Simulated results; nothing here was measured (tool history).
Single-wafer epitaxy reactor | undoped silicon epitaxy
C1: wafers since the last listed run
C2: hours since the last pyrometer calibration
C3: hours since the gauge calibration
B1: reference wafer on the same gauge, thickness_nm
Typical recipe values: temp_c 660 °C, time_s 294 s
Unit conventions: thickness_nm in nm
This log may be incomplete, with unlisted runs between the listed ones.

run 1 hour=0 | temp_c=660 time_s=272 | C1=0 C2=1727.5 C3=1156.7 | B1=55.812 | thickness_nm=62.69
run 2 hour=60.8 | temp_c=660 time_s=272 | C1=271 C2=1788.3 C3=1217.5 | B1=55.847 | thickness_nm=62.606
run 3 hour=132.5 | temp_c=660 time_s=294 | C1=320 C2=1860 C3=1289.2 | B1=55.887 | thickness_nm=67.673
run 4 hour=159 | temp_c=660 time_s=294 | C1=118 C2=1886.5 C3=1315.7 | B1=55.878 | thickness_nm=67.708
run 5 hour=211.8 | temp_c=660 time_s=280 | C1=235 C2=1939.3 C3=1368.5 | B1=55.853 | thickness_nm=65.226
run 6 hour=283.3 | temp_c=666 time_s=266 | C1=319 C2=2010.8 C3=1440 | B1=55.827 | thickness_nm=68.473
run 7 hour=343.8 | temp_c=667 time_s=294 | C1=270 C2=2071.3 C3=1500.5 | B1=55.863 | thickness_nm=77.527
run 8 hour=390.8 | temp_c=660 time_s=294 | C1=209 C2=2118.3 C3=1547.5 | B1=55.802 | thickness_nm=68.052
run 9 hour=425.2 | temp_c=660 time_s=249 | C1=153 C2=2152.7 C3=1581.9 | B1=55.931 | thickness_nm=57.777
run 10 hour=462.8 | temp_c=660 time_s=249 | C1=167 C2=2190.3 C3=1619.5 | B1=55.93 | thickness_nm=58.227
run 11 hour=508 | temp_c=652 time_s=294 | C1=201 C2=2235.5 C3=1664.7 | B1=55.892 | thickness_nm=58.945
run 12 hour=554.1 | temp_c=652 time_s=294 | C1=205 C2=2281.6 C3=1710.8 | B1=55.918 | thickness_nm=58.954
run 13 hour=591.3 | temp_c=652 time_s=294 | C1=166 C2=2318.8 C3=1748 | B1=55.911 | thickness_nm=59.297
run 14 hour=623.2 | temp_c=660 time_s=294 | C1=142 C2=2350.7 C3=1779.9 | B1=55.843 | thickness_nm=68.711
run 15 hour=662.7 | temp_c=660 time_s=270 | C1=176 C2=2390.2 C3=1819.4 | B1=55.982 | thickness_nm=62.909
run 16 hour=713.4 | temp_c=660 time_s=270 | C1=226 C2=2440.9 C3=1870.1 | B1=56.009 | thickness_nm=63.154
run 17 hour=766.9 | temp_c=667 time_s=274 | C1=238 C2=2494.4 C3=1923.6 | B1=55.82 | thickness_nm=73.44
-- hour=768.8 gauge calibrated
run 18 hour=813.1 | temp_c=654 time_s=336 | C1=206 C2=2540.6 C3=44.3 | B1=55.938 | thickness_nm=70.58
run 19 hour=863.7 | temp_c=655 time_s=338 | C1=225 C2=2591.2 C3=94.9 | B1=55.862 | thickness_nm=72.478
run 20 hour=935.1 | temp_c=671 time_s=328 | C1=318 C2=2662.6 C3=166.3 | B1=55.889 | thickness_nm=94.728
run 21 hour=996.7 | temp_c=660 time_s=294 | C1=274 C2=2724.2 C3=227.9 | B1=55.954 | thickness_nm=69.406
run 22 hour=1024 | temp_c=660 time_s=294 | C1=121 C2=2751.5 C3=255.2 | B1=55.883 | thickness_nm=69.509
run 23 hour=1058 | temp_c=665 time_s=274 | C1=151 C2=2785.5 C3=289.2 | B1=55.983 | thickness_nm=70.885
run 24 hour=1106.6 | temp_c=660 time_s=249 | C1=216 C2=2834.1 C3=337.8 | B1=55.895 | thickness_nm=58.88
run 25 hour=1208.1 | temp_c=672 time_s=294 | C1=453 C2=2935.6 C3=439.3 | B1=55.916 | thickness_nm=87.034
-- hour=1264.9 pyrometer calibrated
run 26 hour=1265.4 | temp_c=666 time_s=279 | C1=220 C2=0.5 C3=496.6 | B1=55.962 | thickness_nm=69.258
run 27 hour=1283.1 | temp_c=660 time_s=278 | C1=79 C2=18.2 C3=514.3 | B1=55.927 | thickness_nm=61.57
run 28 hour=1327.3 | temp_c=673 time_s=338 | C1=197 C2=62.4 C3=558.5 | B1=55.903 | thickness_nm=94.718
run 29 hour=1367.5 | temp_c=660 time_s=294 | C1=179 C2=102.6 C3=598.7 | B1=55.899 | thickness_nm=65.758
run 30 hour=1434.2 | temp_c=673 time_s=317 | C1=297 C2=169.3 C3=665.4 | B1=55.855 | thickness_nm=89.266
run 31 hour=1459.5 | temp_c=649 time_s=248 | C1=112 C2=194.6 C3=690.7 | B1=55.868 | thickness_nm=45.187
run 32 hour=1529.5 | temp_c=660 time_s=245 | C1=312 C2=264.6 C3=760.7 | B1=55.885 | thickness_nm=54.779
run 33 hour=1598.1 | temp_c=650 time_s=294 | C1=306 C2=333.2 C3=829.3 | B1=55.891 | thickness_nm=54.374
run 34 hour=1663.6 | temp_c=660 time_s=270 | C1=292 C2=398.7 C3=894.8 | B1=55.862 | thickness_nm=60.358

Here are 5 independent what-if runs from the current tool condition. What would each one return?
run A hour=1664.1 | temp_c=660 time_s=294 | C1=2 C2=399.2 C3=895.3 | B1=? | thickness_nm=?
run B hour=1664.1 | temp_c=650 time_s=310 | C1=2 C2=399.2 C3=895.3 | B1=? | thickness_nm=?
run C hour=1664.1 | temp_c=647 time_s=294 | C1=2 C2=399.2 C3=895.3 | B1=? | thickness_nm=?
run D hour=1664.1 | temp_c=675 time_s=251 | C1=2 C2=399.2 C3=895.3 | B1=? | thickness_nm=?
run E hour=1664.1 | temp_c=655 time_s=345 | C1=2 C2=399.2 C3=895.3 | B1=? | thickness_nm=?

run=A B1=55.899 thickness_nm=65.759
run=B B1=55.899 thickness_nm=57.383
run=C B1=55.899 thickness_nm=51.382
run=D B1=55.899 thickness_nm=74.08
run=E B1=55.899 thickness_nm=70.231
What these runs would have given with no unlogged condition in the tool:
run=A thickness_nm=65.112
run=B thickness_nm=56.807
run=C thickness_nm=50.863
run=D thickness_nm=73.37
run=E thickness_nm=69.533
